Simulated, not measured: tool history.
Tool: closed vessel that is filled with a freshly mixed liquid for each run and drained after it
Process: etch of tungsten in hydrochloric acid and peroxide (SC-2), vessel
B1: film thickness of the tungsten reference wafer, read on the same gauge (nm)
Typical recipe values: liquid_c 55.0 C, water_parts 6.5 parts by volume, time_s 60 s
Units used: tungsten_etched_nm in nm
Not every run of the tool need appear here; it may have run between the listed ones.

Run 1, day 0.000: usual settings; B1 109.30. Result: tungsten_etched_nm 30.47 nm.
At day 3.029: new drum of peroxide connected.
Run 2, day 3.804: usual settings but time_s 75 s; B1 109.60. Result: tungsten_etched_nm 37.77 nm.
Run 3, day 7.654: usual settings but time_s 75 s; B1 109.94. Result: tungsten_etched_nm 37.95 nm.
Run 4, day 9.667: usual settings but water_parts 8.5 parts by volume; B1 110.09. Result: tungsten_etched_nm 24.62 nm.
Run 5, day 11.775: usual settings but water_parts 8.5 parts by volume; B1 110.29. Result: tungsten_etched_nm 24.73 nm.
Run 6, day 15.879: usual settings but water_parts 8.5 parts by volume; B1 110.60. Result: tungsten_etched_nm 24.89 nm.
At day 22.671: new drum of peroxide connected.
Run 7, day 26.512: usual settings but time_s 85 s; B1 111.51. Result: tungsten_etched_nm 43.87 nm.
Run 8, day 29.400: usual settings; B1 111.72. Result: tungsten_etched_nm 30.79 nm.
Run 9, day 33.775: usual settings; B1 112.05. Result: tungsten_etched_nm 30.97 nm.
Run 10, day 37.525: usual settings but liquid_c 60.0 C; B1 112.42. Result: tungsten_etched_nm 42.69 nm.
At day 41.433: thermometer replaced.
Run 11, day 41.533: usual settings but liquid_c 60.0 C; B1 112.71. Result: tungsten_etched_nm 43.03 nm.
At day 42.412: new drum of peroxide connected.
Run 12, day 45.233: usual settings but liquid_c 60.0 C; B1 113.00. Result: tungsten_etched_nm 42.68 nm.
At day 46.617: chemicals flow meter replaced.
Run 13, day 47.958: usual settings; B1 113.25. Result: tungsten_etched_nm 31.22 nm.
Run 14, day 50.604: usual settings but liquid_c 47.0 C, water_parts 7.5 parts by volume, time_s 30 s; B1 113.48. Result: tungsten_etched_nm 8.25 nm.
At day 53.608: gauge calibrated.
Run 15, day 54.117: usual settings but liquid_c 47.5 C, water_parts 5.5 parts by volume; B1 109.91. Result: tungsten_etched_nm 21.09 nm.
Run 16, day 56.646: usual settings but liquid_c 60.5 C; B1 110.10. Result: tungsten_etched_nm 43.09 nm.
Run 17, day 59.808: usual settings but liquid_c 45.5 C, water_parts 9.0 parts by volume, time_s 90 s; B1 110.39. Result: tungsten_etched_nm 18.80 nm.
At day 61.333: new drum of peroxide connected.
Run 18, day 63.662: usual settings; B1 110.70. Result: tungsten_etched_nm 30.60 nm.
Run 19, day 66.829: usual settings; B1 110.94. Result: tungsten_etched_nm 30.72 nm.
Run 20, day 68.588: usual settings but liquid_c 48.0 C; B1 111.04. Result: tungsten_etched_nm 19.43 nm.
Run 21, day 71.021: usual settings but liquid_c 47.5 C, water_parts 9.5 parts by volume, time_s 80 s; B1 111.33. Result: tungsten_etched_nm 18.42 nm.
Run 22, day 74.100: usual settings but liquid_c 48.5 C, water_parts 8.5 parts by volume, time_s 35 s; B1 111.53. Result: tungsten_etched_nm 9.50 nm.
Run 23, day 78.712: usual settings but liquid_c 63.5 C, water_parts 5.5 parts by volume, time_s 45 s; B1 111.92. Result: tungsten_etched_nm 44.76 nm.
Run 24, day 80.608: usual settings but time_s 95 s; B1 112.09. Result: tungsten_etched_nm 48.98 nm.
At day 83.321: new drum of peroxide connected.
Run 25, day 83.646: usual settings but water_parts 8.5 parts by volume, time_s 70 s; B1 112.31. Result: tungsten_etched_nm 29.30 nm.

Some steps in tungsten_etched_nm, run to run, broken into two amounts with sign: the step expected even without the hidden condition (settings, incoming material, random variation), and the rest, left for the hidden condition together with whatever gauge scatter is not in both the measured and the hidden-condition-free result:
Hidden conditions of the tool in this case: liquid hotter than its thermometer reads (K); chemicals flow below the setpoint (%); peroxide weaker than its label (%); gauge reads high (%).
Run 13 -> 14: liquid_c 55.0 -> 47.0, water_parts 6.5 -> 7.5, time_s 60 -> 30. tungsten_etched_nm -22.97 nm: hidden state -0.63, all else -22.34.
Run 16 -> 17: liquid_c 60.5 -> 45.5, water_parts 6.5 -> 9.0, time_s 60 -> 90. tungsten_etched_nm -24.29 nm: hidden state +0.01, all else -24.30.
Run 22 -> 23: liquid_c 48.5 -> 63.5, water_parts 8.5 -> 5.5, time_s 35 -> 45. tungsten_etched_nm +35.26 nm: hidden state +0.63, all else +34.63.
